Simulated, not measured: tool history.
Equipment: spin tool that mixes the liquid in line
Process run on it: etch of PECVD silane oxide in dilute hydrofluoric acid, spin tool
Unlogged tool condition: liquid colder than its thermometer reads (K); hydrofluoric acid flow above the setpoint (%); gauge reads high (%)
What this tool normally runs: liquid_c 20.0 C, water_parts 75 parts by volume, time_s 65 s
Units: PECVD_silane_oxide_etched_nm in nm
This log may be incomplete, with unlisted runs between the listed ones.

run     day  liquid_c  water_parts  time_s  wafers since the last listed run  hours since the thermometer was replaced  hours since the hydrofluoric acid flow meter was replaced  hours since the gauge calibration  read-back film thickness of the PECVD silane oxide reference wafer, read on the same gauge (nm)  PECVD_silane_oxide_etched_nm
  1   0.000      20.0           75      75                                 0                                     313.1                                                      409.9                               92.5                                                                                            29.99                         34.56
  2   2.675      20.0           75      65                               955                                     377.3                                                      474.1                              156.7                                                                                            30.03                         30.67
  3   6.658      20.0           75      65                              1422                                     472.9                                                      569.7                              252.3                                                                                            29.97                         30.44
      9.212  -- hydrofluoric acid flow meter replaced
  4  10.679      20.0           75      65                              1421                                     569.4                                                       35.2                              348.8                                                                                            29.98                         29.21
  5  12.654      20.0           75      65                               705                                     616.8                                                       82.6                              396.2                                                                                            29.99                         29.48
  6  16.246      20.0           75      65                              1282                                     703.0                                                      168.8                              482.4                                                                                            30.01                         29.71
  7  20.504      20.0           75      65                              1521                                     805.2                                                      271.0                              584.6                                                                                            30.00                         30.06
  8  22.171      20.0           75      65                               595                                     845.2                                                      311.0                              624.6                                                                                            30.00                         29.95
  9  24.654      20.0           75      65                               887                                     904.8                                                      370.6                              684.2                                                                                            30.01                         30.23
 10  27.000      21.5           75      65                               837                                     961.1                                                      426.9                              740.5                                                                                            30.01                         32.24
 11  30.067      21.5           75      65                              1095                                    1034.7                                                      500.5                              814.1                                                                                            29.99                         32.22
 12  33.938      20.0           75      65                              1382                                    1127.6                                                      593.4                              907.0                                                                                            30.03                         30.34
     36.633  -- hydrofluoric acid flow meter replaced
 13  37.604      20.0           75      65                              1294                                    1215.6                                                       23.3                              995.0                                                                                            30.02                         29.17
 14  40.812      20.0           75      80                              1146                                    1292.6                                                      100.3                             1072.0                                                                                            29.97                         36.47
 15  43.533      20.0           75      65                               971                                    1357.9                                                      165.6                             1137.3                                                                                            30.01                         29.80
 16  47.142      20.0           50      65                              1288                                    1444.5                                                      252.2                             1223.9                                                                                            30.00                         46.08
 17  50.288      23.0          110      65                              1123                                    1520.0                                                      327.7                             1299.4                                                                                            30.01                         22.11
 18  53.038      20.0           75      65                               982                                    1586.0                                                      393.7                             1365.4                                                                                            30.04                         30.00
 19  56.658      17.0           95      55                              1293                                    1672.9                                                      480.6                             1452.3                                                                                            30.00                         17.54
 20  58.333      17.5           60     100                               598                                    1713.1                                                      520.8                             1492.5                                                                                            30.03                         53.55
 21  61.808      17.0           95      55                              1241                                    1796.5                                                      604.2                             1575.9                                                                                            30.00                         17.73
     63.871  -- hydrofluoric acid flow meter replaced
 22  67.029      17.5           75      65                              1850                                    1921.8                                                       75.8                             1701.2                                                                                            30.01                         26.37
     69.125  -- gauge calibrated
     70.271  -- thermometer replaced
 23  70.788      20.0           55      95                              1327                                      12.4                                                      166.0                               39.9                                                                                            30.01                         60.60
 24  74.921      17.0           60     105                              1476                                     111.6                                                      265.2                              139.1                                                                                            30.00                         53.62
 25  79.025      20.0           75      65                              1466                                     210.1                                                      363.7                              237.6                                                                                            30.01                         29.96
 26  81.521      17.0           75      65                               891                                     270.0                                                      423.6                              297.5                                                                                            29.99                         26.65
 27  85.975      20.0           40      80                              1591                                     376.9                                                      530.5                              404.4                                                                                            30.00                         73.34
 28  87.942      20.0           75      65                               702                                     424.1                                                      577.7                              451.6                                                                                            29.99                         30.61
     91.504  -- hydrofluoric acid flow meter replaced
 29  92.350      17.0           75      80                              1559                                     529.9                                                       20.3                              557.4                                                                                            29.99                         31.70
 30  94.562      20.0           75      90                               790                                     583.0                                                       73.4                              610.5                                                                                            30.01                         40.26
 31  98.454      20.0           75      65                              1390                                     676.4                                                      166.8                              703.9                                                                                            29.99                         30.05

For each run, what was the tool's unlogged condition?
liquid colder than its thermometer reads (K): 0 at every run
gauge reads high (%): 0 at every run
H1: hydrofluoric acid flow above the setpoint (%)
run     H1
  1    3.7
  2    4.2
  3   4.95
  4   0.31
  5  0.682
  6   1.36
  7   2.16
  8   2.47
  9   2.94
 10   3.38
 11   3.96
 12   4.69
 13  0.339
 14  0.943
 15   1.46
 16   2.13
 17   2.73
 18   3.25
 19   3.93
 20   4.24
 21    4.9
 22  0.737
 23   1.44
 24   2.22
 25      3
 26   3.47
 27    4.3
 28   4.68
 29  0.267
 30  0.684
 31   1.42
